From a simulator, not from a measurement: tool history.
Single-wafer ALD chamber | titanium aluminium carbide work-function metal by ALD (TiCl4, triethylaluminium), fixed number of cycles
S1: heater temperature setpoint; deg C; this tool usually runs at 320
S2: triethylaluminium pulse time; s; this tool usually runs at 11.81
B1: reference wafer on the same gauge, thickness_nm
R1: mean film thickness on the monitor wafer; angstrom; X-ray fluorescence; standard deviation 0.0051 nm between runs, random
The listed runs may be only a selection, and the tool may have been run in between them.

run 1 day=0 | S1=320 S2=11.81 | B1=2.35 | R1=20.01
run 2 day=0.588 | S1=320 S2=11.81 | B1=2.35 | R1=20.07
run 3 day=1.317 | S1=320 S2=11.81 | B1=2.348 | R1=20.19
run 4 day=1.712 | S1=320 S2=15.41 | B1=2.35 | R1=20.45
run 5 day=2.158 | S1=320 S2=13.09 | B1=2.35 | R1=20.13
run 6 day=2.479 | S1=325 S2=11.81 | B1=2.351 | R1=20.38
run 7 day=2.992 | S1=320 S2=13.05 | B1=2.348 | R1=20.26
run 8 day=3.325 | S1=320 S2=8.24 | B1=2.351 | R1=19.16
-- day=3.392 gauge calibrated
run 9 day=3.908 | S1=330 S2=8.59 | B1=2.35 | R1=20.11
run 10 day=4.5 | S1=320 S2=12.88 | B1=2.349 | R1=20.09
-- day=4.954 thermocouple changed; heater temperature recalibrated
run 11 day=5.2 | S1=330 S2=12.95 | B1=2.349 | R1=20.94
run 12 day=5.7 | S1=330 S2=12.95 | B1=2.35 | R1=20.95
run 13 day=6.179 | S1=313 S2=7.54 | B1=2.351 | R1=18.05
-- day=6.9 showerhead replaced
run 14 day=6.921 | S1=320 S2=11.81 | B1=2.349 | R1=19.81
run 15 day=7.046 | S1=307 S2=13.07 | B1=2.349 | R1=18.78
-- day=7.704 triethylaluminium bottle replaced
run 16 day=7.725 | S1=320 S2=11.81 | B1=2.351 | R1=20.61
run 17 day=7.783 | S1=312 S2=9.1 | B1=2.35 | R1=19.49
run 18 day=8.154 | S1=313 S2=14.49 | B1=2.35 | R1=20.08
run 19 day=8.521 | S1=312 S2=14.13 | B1=2.349 | R1=20
run 20 day=9.183 | S1=326 S2=13.98 | B1=2.351 | R1=21.16
-- day=9.275 gauge calibrated
run 21 day=9.767 | S1=305 S2=15.48 | B1=2.35 | R1=19.36
run 22 day=10.371 | S1=320 S2=11.81 | B1=2.351 | R1=20.65
run 23 day=10.638 | S1=309 S2=15.37 | B1=2.35 | R1=19.75
run 24 day=10.954 | S1=309 S2=14.84 | B1=2.349 | R1=19.75

4 ways to go on from here, each from the tool as it stands after run 24. What would each give?
run A day=10.971 | S1=320 S2=11.81 | B1=? | R1=?
run B day=10.971 | S1=331 S2=13.29 | B1=? | R1=?
run C day=10.971 | S1=315 S2=14.41 | B1=? | R1=?
run D day=10.971 | S1=320 S2=9.75 | B1=? | R1=?

run=A B1=2.349 R1=20.68
run=B B1=2.349 R1=21.84
run=C B1=2.349 R1=20.35
run=D B1=2.349 R1=20.48
With no hidden state in the tool, these same runs would have given:
run=A R1=20.69
run=B R1=21.85
run=C R1=20.36
run=D R1=20.49

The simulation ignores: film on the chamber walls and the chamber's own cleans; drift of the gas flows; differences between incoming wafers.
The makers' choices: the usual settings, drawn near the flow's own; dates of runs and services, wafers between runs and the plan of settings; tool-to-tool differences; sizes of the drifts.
